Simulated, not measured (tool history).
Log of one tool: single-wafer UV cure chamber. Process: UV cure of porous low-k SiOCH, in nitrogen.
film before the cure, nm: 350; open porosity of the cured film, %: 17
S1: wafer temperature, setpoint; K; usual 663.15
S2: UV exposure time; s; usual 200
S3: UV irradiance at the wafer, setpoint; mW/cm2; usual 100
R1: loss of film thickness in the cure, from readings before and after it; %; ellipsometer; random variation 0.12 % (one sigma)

run,day,S1,S2,S3,R1
1,0,663.15,200,100,9.751
# day 1.171: quartz window cleaned
2,1.192,663.15,200,100,9.701
3,1.833,663.15,200,100,9.859
4,3.238,663.15,200,100,9.88
5,4.567,663.15,200,100,9.717
6,5.642,663.15,200,71,8.282
7,6.992,663.15,200,71,8.467
8,8.467,663.15,200,71,8.319
9,9.4,663.15,135,100,8.108
10,10.9,663.15,200,100,9.671
11,11.958,663.15,200,100,9.808
12,12.85,663.15,200,108,10.125
13,14.017,663.15,200,100,9.737
14,15.429,663.15,200,100,9.735
# day 16.125: UV bulbs replaced
15,16.192,656.15,200,100,9.514
16,18.896,656.15,200,100,9.732
17,19.508,663.15,200,100,9.678
18,20.325,663.15,200,64,7.969
19,20.988,663.15,155,72,7.286
20,22.175,645.15,200,129,10.405
21,23.196,663.15,200,100,9.668
22,23.825,681.15,200,76,8.979
# day 25.025: quartz window cleaned
23,25.046,663.15,200,100,9.581
24,25.954,673.15,200,70,8.528
25,27.2,657.15,200,100,9.529
26,28.154,663.15,85,128,7.326
27,29.05,663.15,260,100,10.969
28,30.55,663.15,200,79,8.655
29,31.517,663.15,200,100,9.706
30,32.075,677.15,200,100,9.686
31,33.483,663.15,270,116,11.66
32,34.483,663.15,200,100,9.799

What the log doesn't show, run by run:
lamp output below its setpoint, %: 0 in every run
transmission lost against a clean window, %: 0 in every run
